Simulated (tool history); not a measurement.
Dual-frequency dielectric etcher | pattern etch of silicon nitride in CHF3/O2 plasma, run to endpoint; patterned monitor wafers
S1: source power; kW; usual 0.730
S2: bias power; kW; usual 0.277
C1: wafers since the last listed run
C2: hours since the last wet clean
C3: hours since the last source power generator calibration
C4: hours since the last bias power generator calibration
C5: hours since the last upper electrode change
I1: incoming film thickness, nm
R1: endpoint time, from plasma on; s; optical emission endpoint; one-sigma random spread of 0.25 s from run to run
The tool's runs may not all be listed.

| run | day | S1 | S2 | C1 | C2 | C3 | C4 | C5 | I1 | R1 |
|---|---|---|---|---|---|---|---|---|---|---|
| 1 | 0.000 | 0.690 | 0.237 | 0 | 56.5 | 2300.9 | 981.3 | 4782.1 | 74.6 | 46.7 |
| 2 | 2.246 | 0.730 | 0.254 | 585 | 110.4 | 2354.8 | 1035.2 | 4836.0 | 74.3 | 43.6 |
| 3 | 4.579 | 0.730 | 0.230 | 608 | 166.4 | 2410.8 | 1091.2 | 4892.0 | 74.4 | 46.8 |
| 4 | 7.388 | 0.730 | 0.230 | 732 | 233.8 | 2478.2 | 1158.6 | 4959.4 | 74.7 | 46.8 |
| 5 | 10.988 | 0.730 | 0.230 | 938 | 320.2 | 2564.6 | 1245.0 | 5045.8 | 74.5 | 46.7 |
| 6 | 13.488 | 0.730 | 0.277 | 651 | 380.2 | 2624.6 | 1305.0 | 5105.8 | 73.9 | 41.4 |
|  | 16.521 | wet clean of the chamber |
| 7 | 17.054 | 0.730 | 0.299 | 669 | 12.8 | 2710.2 | 1390.6 | 5191.4 | 73.9 | 40.2 |
| 8 | 19.758 | 0.730 | 0.299 | 705 | 77.7 | 2775.1 | 1455.5 | 5256.3 | 74.3 | 40.4 |
| 9 | 22.367 | 0.730 | 0.277 | 680 | 140.3 | 2837.7 | 1518.1 | 5318.9 | 74.0 | 42.2 |
| 10 | 25.154 | 0.730 | 0.277 | 726 | 207.2 | 2904.6 | 1585.0 | 5385.8 | 73.7 | 42.1 |
|  | 26.958 | bias power generator calibrated |
| 11 | 28.829 | 0.730 | 0.223 | 914 | 295.4 | 2992.8 | 44.9 | 5474.0 | 74.8 | 46.5 |
|  | 30.412 | upper electrode replaced, of another model than before |
| 12 | 31.238 | 0.730 | 0.277 | 367 | 353.2 | 3050.6 | 102.7 | 19.8 | 74.8 | 41.6 |
|  | 32.983 | source power generator calibrated |
| 13 | 34.029 | 0.550 | 0.211 | 684 | 420.2 | 25.1 | 169.7 | 86.8 | 73.6 | 53.9 |
|  | 39.696 | wet clean of the chamber |
| 14 | 43.829 | 0.630 | 0.256 | 2294 | 99.2 | 260.3 | 404.9 | 322.0 | 74.8 | 46.9 |
| 15 | 45.338 | 0.790 | 0.221 | 393 | 135.4 | 296.5 | 441.1 | 358.2 | 74.1 | 43.1 |
| 16 | 48.025 | 0.860 | 0.277 | 700 | 199.9 | 361.0 | 505.6 | 422.7 | 73.9 | 37.3 |
| 17 | 50.212 | 0.730 | 0.277 | 570 | 252.4 | 413.5 | 558.1 | 475.2 | 74.1 | 40.9 |
| 18 | 51.925 | 0.820 | 0.233 | 446 | 293.5 | 454.6 | 599.2 | 516.3 | 73.9 | 41.4 |
| 19 | 56.038 | 0.640 | 0.335 | 1072 | 392.2 | 553.3 | 697.9 | 615.0 | 74.9 | 40.9 |
| 20 | 57.629 | 0.850 | 0.259 | 415 | 430.4 | 591.5 | 736.1 | 653.2 | 74.6 | 39.1 |

Hidden state at the last listed run before each entry between runs and at the first one after, where it differs:
Run 6 -> run 7: wet clean of the chamber (day 16.521)
  bias power that arrives over what is set, %: -3.16 -> -3.55
  measured value less the no-hidden-state value, R1: +0.8 -> +0.9 s
Run 10 -> run 11: bias power generator calibrated (day 26.958)
  bias power that arrives over what is set, %: -4.52 -> 0.586
  measured value less the no-hidden-state value, R1: +1.0 -> -0.1 s
Run 11 -> run 12: upper electrode replaced, of another model than before (day 30.412)
  bias power that arrives over what is set, %: 0.586 -> 0.572
  measured value less the no-hidden-state value, R1: -0.1 -> -0.1 s
Run 12 -> run 13: source power generator calibrated (day 32.983)
  bias power that arrives over what is set, %: 0.572 -> 0.541
  measured value less the no-hidden-state value, R1: -0.1 -> -0.1 s
Run 13 -> run 14: wet clean of the chamber (day 39.696)
  bias power that arrives over what is set, %: 0.541 -> 0.314
  measured value less the no-hidden-state value, R1: -0.1 -> -0.1 s

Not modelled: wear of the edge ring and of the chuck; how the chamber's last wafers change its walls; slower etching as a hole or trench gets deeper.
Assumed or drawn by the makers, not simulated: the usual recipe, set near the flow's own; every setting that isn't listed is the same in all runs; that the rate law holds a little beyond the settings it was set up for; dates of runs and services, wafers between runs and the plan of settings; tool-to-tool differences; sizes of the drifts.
